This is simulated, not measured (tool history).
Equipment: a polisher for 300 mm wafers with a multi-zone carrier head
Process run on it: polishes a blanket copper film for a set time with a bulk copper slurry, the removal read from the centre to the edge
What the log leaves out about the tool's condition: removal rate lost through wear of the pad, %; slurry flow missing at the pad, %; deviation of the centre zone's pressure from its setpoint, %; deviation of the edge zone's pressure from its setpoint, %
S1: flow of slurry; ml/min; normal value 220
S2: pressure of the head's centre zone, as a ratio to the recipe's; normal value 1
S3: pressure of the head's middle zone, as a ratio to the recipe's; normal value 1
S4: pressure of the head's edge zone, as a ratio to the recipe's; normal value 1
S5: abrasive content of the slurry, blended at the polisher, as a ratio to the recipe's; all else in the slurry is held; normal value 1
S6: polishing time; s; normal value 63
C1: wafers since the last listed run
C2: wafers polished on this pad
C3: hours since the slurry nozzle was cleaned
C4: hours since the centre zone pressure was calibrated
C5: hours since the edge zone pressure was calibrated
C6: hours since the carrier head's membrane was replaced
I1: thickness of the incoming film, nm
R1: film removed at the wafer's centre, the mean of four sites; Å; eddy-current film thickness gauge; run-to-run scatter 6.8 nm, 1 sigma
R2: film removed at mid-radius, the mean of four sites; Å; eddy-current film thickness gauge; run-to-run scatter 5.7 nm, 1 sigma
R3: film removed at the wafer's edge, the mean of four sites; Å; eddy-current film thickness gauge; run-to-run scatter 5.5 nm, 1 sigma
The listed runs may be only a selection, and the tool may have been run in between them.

run,day,S1,S2,S3,S4,S5,S6,C1,C2,C3,C4,C5,C6,I1,R1,R2,R3
1,0,220,1,1,1,1,63,0,4,91.7,956,8.2,528.6,3439.8,5219,5087,5078
# day 0.317: centre zone pressure recalibrated
2,0.338,220,1,1,1,1,63,56,60,99.8,0.5,16.3,536.7,3402.2,5168,5099,5033
3,0.675,220,1,1,1,0.9,63,74,135,107.9,8.6,24.4,544.8,3431.9,4998,4896,4850
4,1.35,220,1,1,1,1,63,148,284,124.1,24.8,40.6,561,3386.2,4940,4925,4903
5,1.646,220,0.96,1,0.96,0.9,63,65,349,131.2,31.9,47.7,568.1,3424.2,4741,4761,4738
6,2.021,220,1,0.9,1,1,63,82,432,140.2,40.9,56.7,577.1,3441.3,4885,4501,4878
# day 2.433: carrier head's membrane replaced by a new one
7,2.567,220,1,1,1,1,63,74,506,153.3,54,69.8,3.2,3407.8,4830,4615,4682
8,3.046,220,1,1,1,1,70,105,612,164.8,65.5,81.3,14.7,3440.7,5227,5145,5131
# day 3.825: worn pad replaced by a new one
9,3.846,220,1.03,1,1,1,63,139,4,184,84.7,100.5,33.9,3373,5382,5158,5236
10,3.938,180,0.91,1,1,0.75,44,20,24,186.2,86.9,102.7,36.1,3371.6,3139,3360,3387
11,4.358,290,1,1.11,0.91,1,63,92,117,196.3,97,112.8,46.2,3404.9,5358,5662,5091
12,5.104,220,1,1,1,1,63,164,282,214.2,114.9,130.7,64.1,3382,5161,5031,4920
13,5.508,220,1,1,1,1,63,89,371,223.9,124.6,140.4,73.8,3355.5,4884,4951,4932
14,6.2,220,1,1,1,1,63,152,524,240.5,141.2,157,90.4,3367.9,4839,4775,4883
15,6.688,275,1,0.95,0.96,1,63,107,631,252.2,152.9,168.7,102.1,3358.6,5006,4642,4755
# day 7.221: worn pad replaced by a new one
16,7.242,160,1,1,1.11,1.25,42,85,4,265.5,166.2,182,115.4,3410.2,3497,3481,3558
17,7.538,220,0.92,1.06,1,1,63,65,70,272.6,173.3,189.1,122.5,3351.6,4811,5352,5181
18,7.933,220,1,1,1,1,63,87,157,282.1,182.8,198.6,132,3472,5157,5006,4982
19,8.438,220,1,1,1,1,63,111,268,294.2,194.9,210.7,144.1,3364.9,5065,4911,4911
20,9.129,165,0.95,1,1,1.1,63,152,421,310.8,211.5,227.3,160.7,3407.2,4593,4818,4784
21,9.383,160,1,1.04,1,0.9,85,56,477,316.9,217.6,233.4,166.8,3372.6,6315,6339,6160

Each row is a separate what-if for the run after 21, all from the same tool condition, not one after another. Results?
A,9.4,165,1,1,1,1,63,3,481,317.3,218,233.8,167.2,3360.2,?,?,?
B,9.4,150,1.08,0.95,1,1,71,3,481,317.3,218,233.8,167.2,3360.2,?,?,?
C,9.4,220,0.95,1.06,1,1,63,3,481,317.3,218,233.8,167.2,3360.2,?,?,?
D,9.4,220,1,1,1,1.25,63,3,481,317.3,218,233.8,167.2,3360.2,?,?,?
E,9.4,220,1,1,1.06,1,63,3,481,317.3,218,233.8,167.2,3360.2,?,?,?

run,R1,R2,R3
A,4615,4566,4662
B,5438,4912,5206
C,4619,4917,4783
D,5043,4968,5026
E,4803,4732,4868
Without the tool's unlogged condition, the same runs would have read:
run,R1,R2,R3
A,5056,5003,5108
B,5959,5382,5705
C,5061,5387,5241
D,5526,5444,5507
E,5263,5184,5334

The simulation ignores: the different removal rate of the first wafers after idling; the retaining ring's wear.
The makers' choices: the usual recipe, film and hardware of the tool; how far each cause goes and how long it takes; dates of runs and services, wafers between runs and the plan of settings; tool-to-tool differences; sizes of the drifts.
